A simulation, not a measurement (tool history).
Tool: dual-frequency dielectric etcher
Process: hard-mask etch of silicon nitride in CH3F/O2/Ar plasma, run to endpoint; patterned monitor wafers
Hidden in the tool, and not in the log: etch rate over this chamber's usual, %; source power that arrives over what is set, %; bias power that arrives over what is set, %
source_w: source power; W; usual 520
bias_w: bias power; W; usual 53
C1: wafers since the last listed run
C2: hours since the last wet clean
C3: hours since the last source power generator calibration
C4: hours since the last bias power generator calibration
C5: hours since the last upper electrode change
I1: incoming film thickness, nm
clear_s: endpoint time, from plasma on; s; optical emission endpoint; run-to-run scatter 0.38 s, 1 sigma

{"run": 1, "day": 0.0, "source_w": 520, "bias_w": 53, "C1": 0, "C2": 363.8, "C3": 3591.4, "C4": 2594, "C5": 2753.5, "I1": 44.72, "clear_s": 63.6}
{"run": 2, "day": 3.429, "source_w": 520, "bias_w": 53, "C1": 723, "C2": 446.1, "C3": 3673.7, "C4": 2676.3, "C5": 2835.8, "I1": 44.5, "clear_s": 62.9}
{"run": 3, "day": 7.075, "source_w": 440, "bias_w": 53, "C1": 769, "C2": 533.6, "C3": 3761.2, "C4": 2763.8, "C5": 2923.3, "I1": 44.39, "clear_s": 66.3}
{"run": 4, "day": 10.662, "source_w": 450, "bias_w": 61, "C1": 757, "C2": 619.7, "C3": 3847.3, "C4": 2849.9, "C5": 3009.4, "I1": 44.61, "clear_s": 63.9}
{"run": 5, "day": 12.254, "source_w": 450, "bias_w": 61, "C1": 336, "C2": 657.9, "C3": 3885.5, "C4": 2888.1, "C5": 3047.6, "I1": 43.96, "clear_s": 62.3}
{"day": 13.9, "done": "wet clean of the chamber"}
{"run": 6, "day": 15.062, "source_w": 520, "bias_w": 53, "C1": 381, "C2": 27.9, "C3": 3952.9, "C4": 2955.5, "C5": 3115, "I1": 44.13, "clear_s": 64}
{"run": 7, "day": 16.829, "source_w": 520, "bias_w": 53, "C1": 372, "C2": 70.3, "C3": 3995.3, "C4": 2997.9, "C5": 3157.4, "I1": 44.78, "clear_s": 65.1}
{"run": 8, "day": 20.975, "source_w": 520, "bias_w": 53, "C1": 875, "C2": 169.8, "C3": 4094.8, "C4": 3097.4, "C5": 3256.9, "I1": 44.17, "clear_s": 63.6}
{"run": 9, "day": 29.896, "source_w": 520, "bias_w": 53, "C1": 1883, "C2": 383.9, "C3": 4308.9, "C4": 3311.5, "C5": 3471, "I1": 44.31, "clear_s": 62.6}
{"run": 10, "day": 32.596, "source_w": 520, "bias_w": 53, "C1": 570, "C2": 448.7, "C3": 4373.7, "C4": 3376.3, "C5": 3535.8, "I1": 44.42, "clear_s": 61.7}
{"run": 11, "day": 36.142, "source_w": 520, "bias_w": 53, "C1": 748, "C2": 533.8, "C3": 4458.8, "C4": 3461.4, "C5": 3620.9, "I1": 44.18, "clear_s": 61.5}
{"day": 38.783, "done": "wet clean of the chamber"}
{"run": 12, "day": 38.804, "source_w": 520, "bias_w": 53, "C1": 350, "C2": 0.5, "C3": 4522.7, "C4": 3525.3, "C5": 3684.8, "I1": 44.36, "clear_s": 64.1}
{"run": 13, "day": 42.712, "source_w": 420, "bias_w": 60, "C1": 825, "C2": 94.3, "C3": 4616.5, "C4": 3619.1, "C5": 3778.6, "I1": 43.71, "clear_s": 67.1}
{"run": 14, "day": 45.7, "source_w": 520, "bias_w": 53, "C1": 630, "C2": 166, "C3": 4688.2, "C4": 3690.8, "C5": 3850.3, "I1": 44.37, "clear_s": 64}
{"run": 15, "day": 49.854, "source_w": 420, "bias_w": 48, "C1": 877, "C2": 265.7, "C3": 4787.9, "C4": 3790.5, "C5": 3950, "I1": 44.17, "clear_s": 70.8}
{"run": 16, "day": 58.033, "source_w": 520, "bias_w": 53, "C1": 1726, "C2": 462, "C3": 4984.2, "C4": 3986.8, "C5": 4146.3, "I1": 44.43, "clear_s": 62.2}
{"run": 17, "day": 61.288, "source_w": 640, "bias_w": 46, "C1": 687, "C2": 540.1, "C3": 5062.3, "C4": 4064.9, "C5": 4224.4, "I1": 44.61, "clear_s": 58.5}
{"run": 18, "day": 63.892, "source_w": 520, "bias_w": 53, "C1": 549, "C2": 602.6, "C3": 5124.8, "C4": 4127.4, "C5": 4286.9, "I1": 44.61, "clear_s": 62}
{"run": 19, "day": 65.538, "source_w": 420, "bias_w": 61, "C1": 347, "C2": 642.1, "C3": 5164.3, "C4": 4166.9, "C5": 4326.4, "I1": 44.19, "clear_s": 65.5}
{"day": 66.988, "done": "wet clean of the chamber"}
{"day": 67.233, "done": "upper electrode replaced"}
{"day": 69.767, "done": "bias power generator calibrated"}
{"run": 20, "day": 69.788, "source_w": 520, "bias_w": 53, "C1": 598, "C2": 67.2, "C3": 5266.3, "C4": 0.5, "C5": 61.3, "I1": 44.01, "clear_s": 64.2}
{"run": 21, "day": 73.217, "source_w": 640, "bias_w": 45, "C1": 723, "C2": 149.5, "C3": 5348.6, "C4": 82.8, "C5": 143.6, "I1": 44.6, "clear_s": 61.2}
{"day": 76.529, "done": "source power generator calibrated"}
{"run": 22, "day": 77.329, "source_w": 520, "bias_w": 53, "C1": 833, "C2": 248.2, "C3": 19.2, "C4": 181.5, "C5": 242.3, "I1": 44.61, "clear_s": 63.6}
{"run": 23, "day": 81.367, "source_w": 520, "bias_w": 64, "C1": 852, "C2": 345.1, "C3": 116.1, "C4": 278.4, "C5": 339.2, "I1": 44.43, "clear_s": 59.7}
{"run": 24, "day": 85.15, "source_w": 520, "bias_w": 53, "C1": 798, "C2": 435.9, "C3": 206.9, "C4": 369.2, "C5": 430, "I1": 44.53, "clear_s": 62.8}
{"run": 25, "day": 86.846, "source_w": 590, "bias_w": 41, "C1": 358, "C2": 476.6, "C3": 247.6, "C4": 409.9, "C5": 470.7, "I1": 44.39, "clear_s": 63}
{"day": 90.904, "done": "wet clean of the chamber"}
{"run": 26, "day": 90.925, "source_w": 440, "bias_w": 57, "C1": 650, "C2": 0.5, "C3": 345.5, "C4": 507.8, "C5": 568.6, "I1": 44.02, "clear_s": 67.8}
{"run": 27, "day": 93.333, "source_w": 520, "bias_w": 45, "C1": 508, "C2": 58.3, "C3": 403.3, "C4": 565.6, "C5": 626.4, "I1": 44.47, "clear_s": 67.2}
{"run": 28, "day": 97.546, "source_w": 640, "bias_w": 48, "C1": 889, "C2": 159.4, "C3": 504.4, "C4": 666.7, "C5": 727.5, "I1": 44.24, "clear_s": 59.6}
{"run": 29, "day": 101.296, "source_w": 400, "bias_w": 59, "C1": 791, "C2": 249.4, "C3": 594.4, "C4": 756.7, "C5": 817.5, "I1": 44.06, "clear_s": 68.2}
{"run": 30, "day": 104.462, "source_w": 460, "bias_w": 60, "C1": 668, "C2": 325.4, "C3": 670.4, "C4": 832.7, "C5": 893.5, "I1": 44.55, "clear_s": 64.9}
{"run": 31, "day": 108.225, "source_w": 520, "bias_w": 53, "C1": 794, "C2": 415.7, "C3": 760.7, "C4": 923, "C5": 983.8, "I1": 44.18, "clear_s": 62.2}
{"run": 32, "day": 110.45, "source_w": 410, "bias_w": 65, "C1": 469, "C2": 469.1, "C3": 814.1, "C4": 976.4, "C5": 1037.2, "I1": 44.46, "clear_s": 65.3}
{"run": 33, "day": 112.012, "source_w": 620, "bias_w": 59, "C1": 329, "C2": 506.6, "C3": 851.6, "C4": 1013.9, "C5": 1074.7, "I1": 43.82, "clear_s": 55}
{"day": 114.458, "done": "wet clean of the chamber"}
{"run": 34, "day": 116.183, "source_w": 430, "bias_w": 53, "C1": 669, "C2": 41.4, "C3": 951.7, "C4": 1114, "C5": 1174.8, "I1": 43.97, "clear_s": 68.8}

Take each entry between the runs: how does the hidden state at the last listed run before it differ from the hidden state at the first listed run after it?
From run 5 to run 6: wet clean of the chamber (day 13.9)
  etch rate over this chamber's usual, %: 5.63 -> 0.471
  difference, measured minus the result without the unlogged condition, clear_s: -3.5 -> -0.3 s
From run 11 to run 12: wet clean of the chamber (day 38.783)
  etch rate over this chamber's usual, %: 4.56 -> 0.233
  difference, measured minus the result without the unlogged condition, clear_s: -2.8 -> -0.1 s
From run 19 to run 20: wet clean of the chamber (day 66.988); upper electrode replaced (day 67.233); bias power generator calibrated (day 69.767)
  etch rate over this chamber's usual, %: 5.42 -> 0.539
  difference, measured minus the result without the unlogged condition, clear_s: -3.6 -> -0.3 s
From run 21 to run 22: source power generator calibrated (day 76.529)
  etch rate over this chamber's usual, %: 1.2 -> 2
  difference, measured minus the result without the unlogged condition, clear_s: -0.7 -> -1.3 s
From run 25 to run 26: wet clean of the chamber (day 90.904)
  etch rate over this chamber's usual, %: 3.85 -> 0.0787
  difference, measured minus the result without the unlogged condition, clear_s: -2.4 -> -0.1 s
From run 33 to run 34: wet clean of the chamber (day 114.458)
  etch rate over this chamber's usual, %: 4.17 -> 0.418
  difference, measured minus the result without the unlogged condition, clear_s: -2.3 -> -0.3 s
